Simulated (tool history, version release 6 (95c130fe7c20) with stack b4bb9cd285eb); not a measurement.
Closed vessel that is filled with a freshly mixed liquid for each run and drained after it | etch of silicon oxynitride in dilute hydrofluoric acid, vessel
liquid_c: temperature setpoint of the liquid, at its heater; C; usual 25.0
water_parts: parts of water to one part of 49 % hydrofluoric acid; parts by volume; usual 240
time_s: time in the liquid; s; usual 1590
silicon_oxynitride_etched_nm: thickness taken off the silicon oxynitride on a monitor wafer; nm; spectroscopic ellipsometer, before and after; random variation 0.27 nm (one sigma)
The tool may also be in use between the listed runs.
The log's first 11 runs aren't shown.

run,hour,liquid_c,water_parts,time_s,wafers since the last listed run,hours since the thermometer was replaced,hours since the hydrofluoric acid flow meter was replaced,hours since the gauge calibration,"read-back film thickness of the silicon oxynitride reference wafer, read on the same gauge (nm)",silicon_oxynitride_etched_nm
12,812.2,25.0,240,1590,3777,2768.3,340.9,1732.3,79.98,27.49
13,860.9,25.0,240,1590,2198,2817.0,389.6,1781.0,80.01,27.20
14,897.7,25.0,240,1970,1660,2853.8,426.4,1817.8,80.02,33.48
15,944.7,21.0,240,1590,2121,2900.8,473.4,1864.8,79.98,22.44
16,1007.8,21.0,240,1590,2847,2963.9,536.5,1927.9,80.02,22.14
17,1064.6,23.5,240,2380,2563,3020.7,593.3,1984.7,80.05,37.00
18,1102.9,25.0,205,2395,1728,3059.0,631.6,2023.0,80.01,48.24
19,1175.9,25.0,240,2220,3294,3132.0,704.6,2096.0,80.01,36.86
# hour 1275.6: hydrofluoric acid flow meter replaced
20,1281.3,29.0,210,2145,4712,3237.4,5.7,2201.4,80.01,51.67
21,1318.8,25.0,240,1590,1692,3274.9,43.2,2238.9,80.02,27.35
# hour 1350.7: gauge calibrated
# hour 1372.0: thermometer replaced
22,1428.5,25.0,240,1590,4906,56.5,152.9,77.8,80.05,29.89
23,1494.6,25.0,205,2190,2983,122.6,219.0,143.9,80.00,49.25
24,1538.6,27.5,240,660,1985,166.6,263.0,187.9,80.03,13.88
25,1582.6,21.0,335,910,1985,210.6,307.0,231.9,80.01,9.70
26,1648.3,25.0,240,2335,2965,276.3,372.7,297.6,79.99,43.34
27,1698.1,20.5,240,790,2247,326.1,422.5,347.4,80.00,12.16
28,1787.6,25.0,240,1590,4039,415.6,512.0,436.9,79.99,29.04
29,1868.5,27.0,355,2355,3651,496.5,592.9,517.8,79.99,29.13
30,1967.1,25.0,305,1590,4450,595.1,691.5,616.4,80.02,21.44
31,2064.3,25.0,240,1590,4387,692.3,788.7,713.6,79.99,28.91
32,2149.8,29.0,240,1590,3859,777.8,874.2,799.1,80.04,33.92
# hour 2158.7: hydrofluoric acid flow meter replaced
33,2228.5,26.5,240,1905,3506,856.5,69.8,877.8,80.01,37.64

Forecast each of these 3 alternatives for the next run:
A,2229.6,25.0,240,1590,49,857.6,70.9,878.9,?,?
B,2229.6,23.0,335,1590,49,857.6,70.9,878.9,?,?
C,2229.6,25.0,240,1015,49,857.6,70.9,878.9,?,?

run,"read-back film thickness of the silicon oxynitride reference wafer, read on the same gauge (nm)",silicon_oxynitride_etched_nm
A,79.99,29.55
B,79.99,18.22
C,79.99,18.87
Without the tool's hidden state the same runs would have given:
run,silicon_oxynitride_etched_nm
A,31.27
B,19.27
C,19.96
